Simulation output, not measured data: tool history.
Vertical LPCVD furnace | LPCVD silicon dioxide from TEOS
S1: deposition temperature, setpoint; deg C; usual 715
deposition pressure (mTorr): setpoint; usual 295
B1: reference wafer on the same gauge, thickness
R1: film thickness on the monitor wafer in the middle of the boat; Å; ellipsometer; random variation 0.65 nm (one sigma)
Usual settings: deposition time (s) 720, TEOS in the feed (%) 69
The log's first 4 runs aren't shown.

Run 5, hour 165.1: usual settings; B1 113.97. Result: R1 1140.6 Å.
Run 6, hour 203.1: usual settings but deposition pressure (mTorr) 315; B1 113.84. Result: R1 1176.4 Å.
Run 7, hour 259.7: usual settings but deposition pressure (mTorr) 315; B1 113.70. Result: R1 1171.0 Å.
At hour 312.8: pressure gauge zeroed.
Run 8, hour 313.3: usual settings; B1 114.00. Result: R1 1173.9 Å.
At hour 372.2: thermocouples replaced and temperature profile calibrated.
Run 9, hour 372.7: usual settings; B1 113.92. Result: R1 1166.6 Å.
Run 10, hour 389.0: usual settings; B1 114.06. Result: R1 1154.7 Å.
Run 11, hour 456.2: usual settings; B1 113.91. Result: R1 1160.9 Å.
Run 12, hour 515.6: usual settings but S1 721 deg C; B1 114.18. Result: R1 1319.3 Å.
Run 13, hour 570.0: usual settings; B1 113.87. Result: R1 1161.7 Å.
Run 14, hour 629.7: usual settings but TEOS in the feed (%) 62; B1 113.86. Result: R1 1090.8 Å.
Run 15, hour 697.3: usual settings but S1 706 deg C, deposition pressure (mTorr) 355, deposition time (s) 840, TEOS in the feed (%) 75; B1 114.13. Result: R1 1255.8 Å.
Run 16, hour 744.6: usual settings; B1 113.87. Result: R1 1152.7 Å.
At hour 793.3: TEOS flow controller replaced.
Run 17, hour 796.7: usual settings but S1 723 deg C, deposition pressure (mTorr) 320, deposition time (s) 480; B1 113.76. Result: R1 966.6 Å.
Run 18, hour 829.4: usual settings but S1 727 deg C, deposition pressure (mTorr) 355; B1 113.86. Result: R1 1661.3 Å.

The next listed run, before its measurement:
Run 19, hour 896.2: usual settings but deposition time (s) 600, TEOS in the feed (%) 79; B1 ?. Result: R1 ?.

B1: 113.90
R1: 1042.4 Å
Without the tool's hidden state the same run would have given R1 1049.8 Å.
